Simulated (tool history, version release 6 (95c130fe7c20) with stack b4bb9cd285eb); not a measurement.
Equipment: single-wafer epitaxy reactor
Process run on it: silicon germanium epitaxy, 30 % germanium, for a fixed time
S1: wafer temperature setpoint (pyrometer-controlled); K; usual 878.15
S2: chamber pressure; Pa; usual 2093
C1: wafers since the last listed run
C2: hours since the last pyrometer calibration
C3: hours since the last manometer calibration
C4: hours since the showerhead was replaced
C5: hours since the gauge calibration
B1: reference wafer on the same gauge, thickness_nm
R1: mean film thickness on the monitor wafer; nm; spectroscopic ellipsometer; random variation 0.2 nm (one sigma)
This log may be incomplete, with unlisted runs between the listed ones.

| run | day | S1 | S2 | C1 | C2 | C3 | C4 | C5 | B1 | R1 |
|---|---|---|---|---|---|---|---|---|---|---|
| 1 | 0 | 888.15 | 2360 | 0 | 147.7 | 179.3 | 5396 | 2594.6 | 60.444 | 69.991 |
| 2 | 7.592 | 888.15 | 2360 | 3057 | 329.9 | 361.5 | 5578.2 | 2776.8 | 60.472 | 70.402 |
| 3 | 9.929 | 888.15 | 2360 | 941 | 386 | 417.6 | 5634.3 | 2832.9 | 60.372 | 70.228 |
| 4 | 12.975 | 878.15 | 2426 | 1226 | 459.1 | 490.7 | 5707.4 | 2906 | 60.439 | 59.148 |
| 5 | 16.725 | 878.15 | 2426 | 1510 | 549.1 | 580.7 | 5797.4 | 2996 | 60.545 | 58.659 |
| 6 | 20.433 | 868.15 | 2093 | 1493 | 638.1 | 669.7 | 5886.4 | 3085 | 60.574 | 45.714 |
| 7 | 22.021 | 868.15 | 2093 | 639 | 676.2 | 707.8 | 5924.5 | 3123.1 | 60.556 | 46.075 |
| 8 | 23.725 | 868.15 | 2093 | 686 | 717.1 | 748.7 | 5965.4 | 3164 | 60.52 | 45.977 |
| 9 | 28.167 | 878.15 | 2093 | 1788 | 823.7 | 855.3 | 6072 | 3270.6 | 60.469 | 55.661 |
|  | 29.238 | pyrometer calibrated |
| 10 | 30.062 | 878.15 | 2093 | 629 | 19.8 | 900.8 | 6117.5 | 3316.1 | 60.535 | 55.531 |
|  | 30.825 | gauge calibrated |
| 11 | 33.296 | 878.15 | 2093 | 1302 | 97.4 | 978.4 | 6195.1 | 59.3 | 60.401 | 55.866 |
| 12 | 35.1 | 878.15 | 2093 | 726 | 140.7 | 1021.7 | 6238.4 | 102.6 | 60.49 | 56.053 |
| 13 | 38.117 | 878.15 | 2093 | 1214 | 213.1 | 1094.1 | 6310.8 | 175 | 60.437 | 55.859 |
| 14 | 42.6 | 878.15 | 2093 | 1805 | 320.7 | 1201.7 | 6418.4 | 282.6 | 60.439 | 55.796 |
| 15 | 44.608 | 878.15 | 2093 | 808 | 368.9 | 1249.9 | 6466.6 | 330.8 | 60.473 | 55.646 |
| 16 | 48.075 | 878.15 | 2093 | 1396 | 452.1 | 1333.1 | 6549.8 | 414 | 60.576 | 55.424 |
| 17 | 49.925 | 878.15 | 2560 | 745 | 496.5 | 1377.5 | 6594.2 | 458.4 | 60.64 | 59.653 |
| 18 | 53.238 | 885.15 | 2386 | 1334 | 576 | 1457 | 6673.7 | 537.9 | 60.475 | 66.064 |
| 19 | 57.025 | 892.15 | 2573 | 1525 | 666.9 | 1547.9 | 6764.6 | 628.8 | 60.481 | 77.791 |
| 20 | 60.321 | 878.15 | 2093 | 1327 | 746 | 1627 | 6843.7 | 707.9 | 60.504 | 55.324 |
| 21 | 61.962 | 883.15 | 1813 | 661 | 785.4 | 1666.4 | 6883.1 | 747.3 | 60.486 | 57.972 |
| 22 | 66.125 | 888.15 | 1600 | 1676 | 885.3 | 1766.3 | 6983 | 847.2 | 60.415 | 61.478 |
|  | 66.55 | pyrometer calibrated |
| 23 | 69.154 | 874.15 | 1880 | 1085 | 62.5 | 1839 | 7055.7 | 919.9 | 60.462 | 49.307 |
| 24 | 71.838 | 868.15 | 1880 | 1080 | 126.9 | 1903.4 | 7120.1 | 984.3 | 60.465 | 44.135 |
| 25 | 74.983 | 873.15 | 1747 | 1266 | 202.4 | 1978.9 | 7195.6 | 1059.8 | 60.448 | 47.27 |
| 26 | 78.458 | 883.15 | 2306 | 1399 | 285.8 | 2062.3 | 7279 | 1143.2 | 60.509 | 62.933 |
|  | 80.308 | showerhead replaced |
| 27 | 82.204 | 878.15 | 2093 | 1374 | 375.7 | 2152.2 | 45.5 | 1233.1 | 60.557 | 54.839 |
|  | 83.075 | capacitance manometer re-zeroed and calibrated |
| 28 | 84.821 | 866.15 | 1933 | 919 | 438.5 | 41.9 | 108.3 | 1295.9 | 60.447 | 42.781 |
| 29 | 87.046 | 891.15 | 2293 | 896 | 491.9 | 95.3 | 161.7 | 1349.3 | 60.5 | 73.258 |
| 30 | 90.746 | 873.15 | 1747 | 1490 | 580.7 | 184.1 | 250.5 | 1438.1 | 60.479 | 47.881 |
| 31 | 92.646 | 878.15 | 1720 | 765 | 626.3 | 229.7 | 296.1 | 1483.7 | 60.556 | 52.209 |
|  | 98.679 | pyrometer calibrated |
| 32 | 103.683 | 867.15 | 1707 | 4310 | 120.1 | 494.6 | 561 | 1748.6 | 60.456 | 41.818 |
| 33 | 105.408 | 878.15 | 1760 | 694 | 161.5 | 536 | 602.4 | 1790 | 60.395 | 52.86 |
| 34 | 109.475 | 883.15 | 1787 | 1637 | 259.1 | 633.6 | 700 | 1887.6 | 60.458 | 58.353 |
| 35 | 111.079 | 878.15 | 1600 | 646 | 297.6 | 672.1 | 738.5 | 1926.1 | 60.502 | 51.282 |
| 36 | 115.312 | 868.15 | 2093 | 1704 | 399.2 | 773.7 | 840.1 | 2027.7 | 60.56 | 45.911 |

What if the next run were any one of these 3? Each begins from the tool's condition after run 36:
| A | 115.329 | 863.15 | 2093 | 6 | 399.6 | 774.1 | 840.5 | 2028.1 | ? | ? |
| B | 115.329 | 878.15 | 1613 | 6 | 399.6 | 774.1 | 840.5 | 2028.1 | ? | ? |
| C | 115.329 | 883.15 | 2493 | 6 | 399.6 | 774.1 | 840.5 | 2028.1 | ? | ? |

| run | B1 | R1 |
|---|---|---|
| A | 60.614 | 41.663 |
| B | 60.614 | 51.349 |
| C | 60.614 | 65.086 |
Without the tool's hidden state the same runs would have given:
| run | R1 |
|---|---|
| A | 41.797 |
| B | 51.515 |
| C | 65.296 |
